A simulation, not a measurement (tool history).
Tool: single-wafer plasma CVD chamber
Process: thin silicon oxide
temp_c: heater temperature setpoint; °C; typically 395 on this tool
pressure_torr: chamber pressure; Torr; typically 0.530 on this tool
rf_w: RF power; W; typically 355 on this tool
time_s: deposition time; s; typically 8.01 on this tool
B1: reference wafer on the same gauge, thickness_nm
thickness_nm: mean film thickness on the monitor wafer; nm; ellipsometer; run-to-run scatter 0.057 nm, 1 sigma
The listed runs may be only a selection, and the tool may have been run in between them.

{"run": 1, "hour": 0.0, "temp_c": 395, "pressure_torr": 0.53, "rf_w": 355, "time_s": 8.01, "B1": 9.797, "thickness_nm": 9.759}
{"hour": 50.6, "done": "RF generator calibrated"}
{"run": 2, "hour": 54.2, "temp_c": 395, "pressure_torr": 0.588, "rf_w": 355, "time_s": 8.01, "B1": 9.797, "thickness_nm": 11.067}
{"hour": 111.2, "done": "thermocouple changed; heater temperature recalibrated"}
{"run": 3, "hour": 136.9, "temp_c": 395, "pressure_torr": 0.53, "rf_w": 355, "time_s": 8.01, "B1": 9.801, "thickness_nm": 9.924}
{"run": 4, "hour": 183.2, "temp_c": 395, "pressure_torr": 0.53, "rf_w": 355, "time_s": 8.99, "B1": 9.799, "thickness_nm": 11.066}
{"run": 5, "hour": 280.9, "temp_c": 395, "pressure_torr": 0.53, "rf_w": 355, "time_s": 8.01, "B1": 9.789, "thickness_nm": 9.758}
{"run": 6, "hour": 338.3, "temp_c": 381, "pressure_torr": 0.53, "rf_w": 355, "time_s": 8.01, "B1": 9.78, "thickness_nm": 9.932}
{"hour": 490.1, "done": "gauge calibrated"}
{"run": 7, "hour": 536.3, "temp_c": 382, "pressure_torr": 0.619, "rf_w": 380, "time_s": 7.38, "B1": 9.804, "thickness_nm": 10.776}
{"run": 8, "hour": 605.0, "temp_c": 395, "pressure_torr": 0.53, "rf_w": 395, "time_s": 7.26, "B1": 9.8, "thickness_nm": 9.184}
{"run": 9, "hour": 644.1, "temp_c": 395, "pressure_torr": 0.53, "rf_w": 355, "time_s": 9.13, "B1": 9.799, "thickness_nm": 11.121}
{"run": 10, "hour": 707.9, "temp_c": 395, "pressure_torr": 0.53, "rf_w": 355, "time_s": 8.01, "B1": 9.809, "thickness_nm": 9.717}
{"run": 11, "hour": 754.0, "temp_c": 386, "pressure_torr": 0.44, "rf_w": 395, "time_s": 7.58, "B1": 9.827, "thickness_nm": 7.913}
{"run": 12, "hour": 856.4, "temp_c": 401, "pressure_torr": 0.589, "rf_w": 415, "time_s": 7.3, "B1": 9.817, "thickness_nm": 10.396}
{"run": 13, "hour": 963.1, "temp_c": 395, "pressure_torr": 0.576, "rf_w": 395, "time_s": 8.01, "B1": 9.836, "thickness_nm": 10.87}
{"run": 14, "hour": 1056.0, "temp_c": 395, "pressure_torr": 0.617, "rf_w": 355, "time_s": 8.01, "B1": 9.799, "thickness_nm": 11.289}
{"run": 15, "hour": 1129.6, "temp_c": 406, "pressure_torr": 0.53, "rf_w": 355, "time_s": 8.01, "B1": 9.786, "thickness_nm": 9.692}
{"run": 16, "hour": 1208.7, "temp_c": 395, "pressure_torr": 0.53, "rf_w": 355, "time_s": 8.01, "B1": 9.805, "thickness_nm": 9.702}
{"run": 17, "hour": 1276.7, "temp_c": 395, "pressure_torr": 0.53, "rf_w": 380, "time_s": 8.01, "B1": 9.786, "thickness_nm": 9.91}
{"hour": 1369.2, "done": "RF generator calibrated"}
{"hour": 1410.1, "done": "showerhead replaced"}
{"run": 18, "hour": 1501.9, "temp_c": 408, "pressure_torr": 0.491, "rf_w": 310, "time_s": 8.87, "B1": 9.787, "thickness_nm": 9.517}
{"run": 19, "hour": 1596.8, "temp_c": 381, "pressure_torr": 0.601, "rf_w": 355, "time_s": 8.01, "B1": 9.805, "thickness_nm": 11.272}
{"run": 20, "hour": 1661.3, "temp_c": 386, "pressure_torr": 0.44, "rf_w": 395, "time_s": 7.58, "B1": 9.805, "thickness_nm": 8.071}
{"run": 21, "hour": 1729.5, "temp_c": 395, "pressure_torr": 0.62, "rf_w": 420, "time_s": 8.01, "B1": 9.814, "thickness_nm": 12.11}
{"run": 22, "hour": 1830.2, "temp_c": 395, "pressure_torr": 0.638, "rf_w": 355, "time_s": 8.01, "B1": 9.827, "thickness_nm": 11.842}
{"run": 23, "hour": 1872.0, "temp_c": 380, "pressure_torr": 0.634, "rf_w": 395, "time_s": 8.49, "B1": 9.806, "thickness_nm": 12.828}
{"run": 24, "hour": 1955.5, "temp_c": 409, "pressure_torr": 0.53, "rf_w": 305, "time_s": 8.64, "B1": 9.781, "thickness_nm": 9.773}
{"run": 25, "hour": 1999.7, "temp_c": 395, "pressure_torr": 0.48, "rf_w": 355, "time_s": 8.01, "B1": 9.809, "thickness_nm": 8.88}
{"hour": 2059.4, "done": "capacitance manometer re-zeroed and calibrated"}
{"run": 26, "hour": 2070.8, "temp_c": 381, "pressure_torr": 0.449, "rf_w": 395, "time_s": 8.79, "B1": 9.78, "thickness_nm": 9.443}
{"run": 27, "hour": 2114.6, "temp_c": 402, "pressure_torr": 0.53, "rf_w": 355, "time_s": 9.33, "B1": 9.801, "thickness_nm": 11.311}

Branching from run 27: 5 alternative next runs. What would each branch give?
{"run": "A", "hour": 2115.0, "temp_c": 386, "pressure_torr": 0.53, "rf_w": 355, "time_s": 8.01, "B1": "?", "thickness_nm": "?"}
{"run": "B", "hour": 2115.0, "temp_c": 387, "pressure_torr": 0.53, "rf_w": 355, "time_s": 8.01, "B1": "?", "thickness_nm": "?"}
{"run": "C", "hour": 2115.0, "temp_c": 388, "pressure_torr": 0.456, "rf_w": 355, "time_s": 8.01, "B1": "?", "thickness_nm": "?"}
{"run": "D", "hour": 2115.0, "temp_c": 385, "pressure_torr": 0.662, "rf_w": 300, "time_s": 8.74, "B1": "?", "thickness_nm": "?"}
{"run": "E", "hour": 2115.0, "temp_c": 395, "pressure_torr": 0.53, "rf_w": 375, "time_s": 9.33, "B1": "?", "thickness_nm": "?"}

run=A B1=9.784 thickness_nm=9.720
run=B B1=9.784 thickness_nm=9.714
run=C B1=9.784 thickness_nm=8.355
run=D B1=9.784 thickness_nm=12.422
run=E B1=9.784 thickness_nm=11.481
Without the tool's unlogged condition, the same runs would have read:
run=A thickness_nm=10.013
run=B thickness_nm=10.006
run=C thickness_nm=8.607
run=D thickness_nm=12.818
run=E thickness_nm=11.808
